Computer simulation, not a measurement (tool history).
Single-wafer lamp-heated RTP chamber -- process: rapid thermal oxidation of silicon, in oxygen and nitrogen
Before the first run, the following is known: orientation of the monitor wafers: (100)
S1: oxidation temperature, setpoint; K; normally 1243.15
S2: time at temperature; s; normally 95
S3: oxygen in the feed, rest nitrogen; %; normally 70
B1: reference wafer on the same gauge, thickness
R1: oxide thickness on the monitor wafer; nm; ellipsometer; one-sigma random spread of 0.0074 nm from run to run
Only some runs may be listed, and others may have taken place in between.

run 1 hour=0.0 | S1=1243.15 S2=95 S3=70 | B1=4.530 | R1=4.998
-- hour=28.2 pyrometer window cleaned and pyrometer calibrated
run 2 hour=29.0 | S1=1243.15 S2=95 S3=70 | B1=4.531 | R1=4.941
run 3 hour=87.3 | S1=1243.15 S2=95 S3=70 | B1=4.528 | R1=4.933
run 4 hour=123.9 | S1=1243.15 S2=95 S3=70 | B1=4.528 | R1=4.963
run 5 hour=162.0 | S1=1243.15 S2=95 S3=70 | B1=4.530 | R1=4.955
run 6 hour=215.4 | S1=1243.15 S2=95 S3=70 | B1=4.529 | R1=4.967
run 7 hour=268.0 | S1=1243.15 S2=95 S3=70 | B1=4.529 | R1=4.984
run 8 hour=307.2 | S1=1258.15 S2=95 S3=70 | B1=4.531 | R1=5.588
-- hour=340.6 pyrometer window cleaned and pyrometer calibrated
run 9 hour=378.6 | S1=1258.15 S2=95 S3=70 | B1=4.530 | R1=5.528
run 10 hour=436.9 | S1=1258.15 S2=95 S3=70 | B1=4.532 | R1=5.546
run 11 hour=470.6 | S1=1243.15 S2=95 S3=70 | B1=4.530 | R1=4.962
-- hour=529.9 gauge calibrated
run 12 hour=530.7 | S1=1243.15 S2=95 S3=70 | B1=4.530 | R1=4.977
-- hour=649.9 pyrometer window cleaned and pyrometer calibrated
run 13 hour=658.1 | S1=1243.15 S2=95 S3=70 | B1=4.530 | R1=4.957
run 14 hour=716.3 | S1=1220.15 S2=95 S3=84 | B1=4.532 | R1=4.435
run 15 hour=765.5 | S1=1243.15 S2=109 S3=70 | B1=4.530 | R1=5.254
run 16 hour=818.6 | S1=1243.15 S2=95 S3=70 | B1=4.531 | R1=4.972
run 17 hour=848.0 | S1=1258.15 S2=80 S3=98 | B1=4.529 | R1=5.782
-- hour=898.3 pyrometer window cleaned and pyrometer calibrated
run 18 hour=903.9 | S1=1243.15 S2=95 S3=70 | B1=4.531 | R1=4.943
run 19 hour=953.9 | S1=1231.15 S2=52 S3=89 | B1=4.530 | R1=3.818
-- hour=975.1 oxygen flow controller replaced
run 20 hour=1009.2 | S1=1243.15 S2=139 S3=60 | B1=4.529 | R1=5.569
run 21 hour=1075.6 | S1=1243.15 S2=95 S3=42 | B1=4.530 | R1=4.202
run 22 hour=1137.3 | S1=1243.15 S2=95 S3=70 | B1=4.531 | R1=4.976
run 23 hour=1161.3 | S1=1230.15 S2=51 S3=43 | B1=4.529 | R1=3.114
-- hour=1189.6 pyrometer window cleaned and pyrometer calibrated
run 24 hour=1214.2 | S1=1243.15 S2=61 S3=56 | B1=4.530 | R1=3.834
run 25 hour=1333.4 | S1=1266.15 S2=95 S3=51 | B1=4.529 | R1=5.258
run 26 hour=1401.5 | S1=1243.15 S2=95 S3=70 | B1=4.529 | R1=4.987

Branching from run 26: 5 alternative next runs. What would each branch give?
run A hour=1402.0 | S1=1243.15 S2=95 S3=55 | B1=? | R1=?
run B hour=1402.0 | S1=1235.15 S2=95 S3=90 | B1=? | R1=?
run C hour=1402.0 | S1=1243.15 S2=95 S3=88 | B1=? | R1=?
run D hour=1402.0 | S1=1243.15 S2=124 S3=94 | B1=? | R1=?
run E hour=1402.0 | S1=1229.15 S2=68 S3=93 | B1=? | R1=?

run=A B1=4.530 R1=4.594
run=B B1=4.530 R1=5.103
run=C B1=4.530 R1=5.379
run=D B1=4.530 R1=6.198
run=E B1=4.530 R1=4.278
Without the tool's hidden state the same runs would have given:
run=A R1=4.556
run=B R1=5.058
run=C R1=5.332
run=D R1=6.144
run=E R1=4.242
